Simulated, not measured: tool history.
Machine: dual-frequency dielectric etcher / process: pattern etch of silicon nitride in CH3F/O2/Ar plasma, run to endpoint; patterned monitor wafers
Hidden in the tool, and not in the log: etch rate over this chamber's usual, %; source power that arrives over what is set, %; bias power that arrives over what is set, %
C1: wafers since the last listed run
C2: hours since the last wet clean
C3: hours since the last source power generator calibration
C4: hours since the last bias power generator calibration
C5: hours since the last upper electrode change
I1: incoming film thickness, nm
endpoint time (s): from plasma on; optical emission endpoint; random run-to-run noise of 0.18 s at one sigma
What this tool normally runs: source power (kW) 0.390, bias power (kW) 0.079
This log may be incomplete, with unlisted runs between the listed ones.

{"run": 1, "day": 0.0, "source power (kW)": 0.39, "bias power (kW)": 0.092, "C1": 0, "C2": 391.3, "C3": 2274.4, "C4": 3945.6, "C5": 3896.9, "I1": 38.36, "endpoint time (s)": 48.5}
{"run": 2, "day": 0.838, "source power (kW)": 0.39, "bias power (kW)": 0.092, "C1": 179, "C2": 411.4, "C3": 2294.5, "C4": 3965.7, "C5": 3917.0, "I1": 38.35, "endpoint time (s)": 48.8}
{"run": 3, "day": 1.808, "source power (kW)": 0.39, "bias power (kW)": 0.092, "C1": 207, "C2": 434.7, "C3": 2317.8, "C4": 3989.0, "C5": 3940.3, "I1": 38.57, "endpoint time (s)": 49.3}
{"run": 4, "day": 4.929, "source power (kW)": 0.33, "bias power (kW)": 0.084, "C1": 667, "C2": 509.6, "C3": 2392.7, "C4": 4063.9, "C5": 4015.2, "I1": 38.07, "endpoint time (s)": 52.2}
{"run": 5, "day": 5.629, "source power (kW)": 0.39, "bias power (kW)": 0.079, "C1": 149, "C2": 526.4, "C3": 2409.5, "C4": 4080.7, "C5": 4032.0, "I1": 38.09, "endpoint time (s)": 51.8}
{"run": 6, "day": 6.621, "source power (kW)": 0.39, "bias power (kW)": 0.079, "C1": 212, "C2": 550.2, "C3": 2433.3, "C4": 4104.5, "C5": 4055.8, "I1": 38.84, "endpoint time (s)": 52.5}
{"run": 7, "day": 7.617, "source power (kW)": 0.39, "bias power (kW)": 0.079, "C1": 212, "C2": 574.1, "C3": 2457.2, "C4": 4128.4, "C5": 4079.7, "I1": 38.21, "endpoint time (s)": 51.4}
{"day": 7.8, "done": "source power generator calibrated"}
{"run": 8, "day": 8.621, "source power (kW)": 0.39, "bias power (kW)": 0.094, "C1": 179, "C2": 598.2, "C3": 19.7, "C4": 4152.5, "C5": 4103.8, "I1": 38.37, "endpoint time (s)": 48.2}
{"day": 10.583, "done": "wet clean of the chamber"}
{"run": 9, "day": 10.604, "source power (kW)": 0.39, "bias power (kW)": 0.085, "C1": 210, "C2": 0.5, "C3": 67.3, "C4": 4200.1, "C5": 4151.4, "I1": 38.21, "endpoint time (s)": 49.9}
{"run": 10, "day": 10.617, "source power (kW)": 0.39, "bias power (kW)": 0.079, "C1": 2, "C2": 0.8, "C3": 67.6, "C4": 4200.4, "C5": 4151.7, "I1": 38.28, "endpoint time (s)": 51.4}
{"run": 11, "day": 11.8, "source power (kW)": 0.39, "bias power (kW)": 0.079, "C1": 253, "C2": 29.2, "C3": 96.0, "C4": 4228.8, "C5": 4180.1, "I1": 38.28, "endpoint time (s)": 51.6}
{"run": 12, "day": 13.146, "source power (kW)": 0.47, "bias power (kW)": 0.062, "C1": 287, "C2": 61.5, "C3": 128.3, "C4": 4261.1, "C5": 4212.4, "I1": 38.13, "endpoint time (s)": 54.0}
{"run": 13, "day": 13.938, "source power (kW)": 0.45, "bias power (kW)": 0.086, "C1": 169, "C2": 80.5, "C3": 147.3, "C4": 4280.1, "C5": 4231.4, "I1": 38.54, "endpoint time (s)": 48.3}
{"run": 14, "day": 14.483, "source power (kW)": 0.39, "bias power (kW)": 0.079, "C1": 116, "C2": 93.6, "C3": 160.4, "C4": 4293.2, "C5": 4244.5, "I1": 38.71, "endpoint time (s)": 52.2}
{"run": 15, "day": 15.608, "source power (kW)": 0.31, "bias power (kW)": 0.059, "C1": 240, "C2": 120.6, "C3": 187.4, "C4": 4320.2, "C5": 4271.5, "I1": 38.51, "endpoint time (s)": 62.2}
{"day": 16.996, "done": "bias power generator calibrated"}
{"day": 17.292, "done": "upper electrode replaced"}
{"run": 16, "day": 17.312, "source power (kW)": 0.39, "bias power (kW)": 0.079, "C1": 265, "C2": 161.5, "C3": 228.3, "C4": 7.6, "C5": 0.5, "I1": 38.57, "endpoint time (s)": 51.8}
{"run": 17, "day": 17.538, "source power (kW)": 0.39, "bias power (kW)": 0.063, "C1": 48, "C2": 166.9, "C3": 233.7, "C4": 13.0, "C5": 5.9, "I1": 38.6, "endpoint time (s)": 57.0}
{"run": 18, "day": 18.429, "source power (kW)": 0.31, "bias power (kW)": 0.071, "C1": 190, "C2": 188.3, "C3": 255.1, "C4": 34.4, "C5": 27.3, "I1": 38.16, "endpoint time (s)": 56.9}
{"run": 19, "day": 19.825, "source power (kW)": 0.35, "bias power (kW)": 0.097, "C1": 298, "C2": 221.8, "C3": 288.6, "C4": 67.9, "C5": 60.8, "I1": 38.2, "endpoint time (s)": 48.4}
{"run": 20, "day": 20.967, "source power (kW)": 0.46, "bias power (kW)": 0.094, "C1": 244, "C2": 249.2, "C3": 316.0, "C4": 95.3, "C5": 88.2, "I1": 38.66, "endpoint time (s)": 46.5}
{"run": 21, "day": 22.417, "source power (kW)": 0.47, "bias power (kW)": 0.06, "C1": 310, "C2": 284.0, "C3": 350.8, "C4": 130.1, "C5": 123.0, "I1": 38.55, "endpoint time (s)": 55.1}
{"run": 22, "day": 23.367, "source power (kW)": 0.36, "bias power (kW)": 0.086, "C1": 203, "C2": 306.8, "C3": 373.6, "C4": 152.9, "C5": 145.8, "I1": 38.15, "endpoint time (s)": 50.5}
{"run": 23, "day": 25.883, "source power (kW)": 0.39, "bias power (kW)": 0.079, "C1": 538, "C2": 367.2, "C3": 434.0, "C4": 213.3, "C5": 206.2, "I1": 38.17, "endpoint time (s)": 51.3}

Here are 3 independent what-if runs from the current tool condition. What would each one return?
{"run": "A", "day": 25.9, "source power (kW)": 0.39, "bias power (kW)": 0.079, "C1": 3, "C2": 367.6, "C3": 434.4, "C4": 213.7, "C5": 206.6, "I1": 38.39, "endpoint time (s)": "?"}
{"run": "B", "day": 25.9, "source power (kW)": 0.44, "bias power (kW)": 0.065, "C1": 3, "C2": 367.6, "C3": 434.4, "C4": 213.7, "C5": 206.6, "I1": 38.39, "endpoint time (s)": "?"}
{"run": "C", "day": 25.9, "source power (kW)": 0.32, "bias power (kW)": 0.067, "C1": 3, "C2": 367.6, "C3": 434.4, "C4": 213.7, "C5": 206.6, "I1": 38.39, "endpoint time (s)": "?"}

run=A endpoint_time_(s)=51.9
run=B endpoint_time_(s)=54.4
run=C endpoint_time_(s)=58.3
The same runs, with their run-to-run variation unchanged, on a tool lacking any hidden condition would have given:
run=A endpoint_time_(s)=51.9
run=B endpoint_time_(s)=54.4
run=C endpoint_time_(s)=58.3
